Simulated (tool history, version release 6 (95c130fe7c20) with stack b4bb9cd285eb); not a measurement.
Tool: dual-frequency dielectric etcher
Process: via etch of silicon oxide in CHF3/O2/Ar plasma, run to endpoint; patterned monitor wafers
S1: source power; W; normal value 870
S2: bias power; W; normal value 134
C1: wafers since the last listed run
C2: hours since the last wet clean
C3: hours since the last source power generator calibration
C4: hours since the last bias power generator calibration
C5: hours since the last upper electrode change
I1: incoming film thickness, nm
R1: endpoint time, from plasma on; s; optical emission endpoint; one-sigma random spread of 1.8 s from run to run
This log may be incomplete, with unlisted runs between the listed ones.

run	hour	S1	S2	C1	C2	C3	C4	C5	I1	R1
1	0.0	870	123	0	450.3	3084.5	2454.5	1467.6	513.2	244.3
# hour 8.4: wet clean of the chamber
2	89.9	870	123	448	81.5	3174.4	2544.4	1557.5	514.6	246.5
3	151.9	870	147	341	143.5	3236.4	2606.4	1619.5	513.0	228.6
4	217.9	870	147	363	209.5	3302.4	2672.4	1685.5	512.8	229.2
5	307.0	710	134	490	298.6	3391.5	2761.5	1774.6	513.7	269.8
6	346.5	710	134	217	338.1	3431.0	2801.0	1814.1	515.0	271.0
7	389.0	710	134	234	380.6	3473.5	2843.5	1856.6	513.0	266.5
8	446.2	710	148	314	437.8	3530.7	2900.7	1913.8	511.9	260.7
# hour 501.0: wet clean of the chamber
9	531.4	710	148	336	30.4	3615.9	2985.9	1999.0	511.7	262.5
10	569.4	870	134	209	68.4	3653.9	3023.9	2037.0	509.6	235.5
# hour 589.3: bias power generator calibrated
11	851.5	870	156	1531	350.5	3936.0	262.2	2319.1	513.1	225.2
# hour 913.2: wet clean of the chamber
# hour 922.8: upper electrode replaced
12	945.7	670	114	333	32.5	4030.2	356.4	22.9	512.0	299.5

Predict the results of run 13:
# hour 966.5: source power generator calibrated
13	1026.2	810	121	421	113.0	59.7	436.9	103.4	514.4	?

Run 13 yielded R1 256.5 s.
Without the tool's hidden state the same run would have given R1 256.5 s.

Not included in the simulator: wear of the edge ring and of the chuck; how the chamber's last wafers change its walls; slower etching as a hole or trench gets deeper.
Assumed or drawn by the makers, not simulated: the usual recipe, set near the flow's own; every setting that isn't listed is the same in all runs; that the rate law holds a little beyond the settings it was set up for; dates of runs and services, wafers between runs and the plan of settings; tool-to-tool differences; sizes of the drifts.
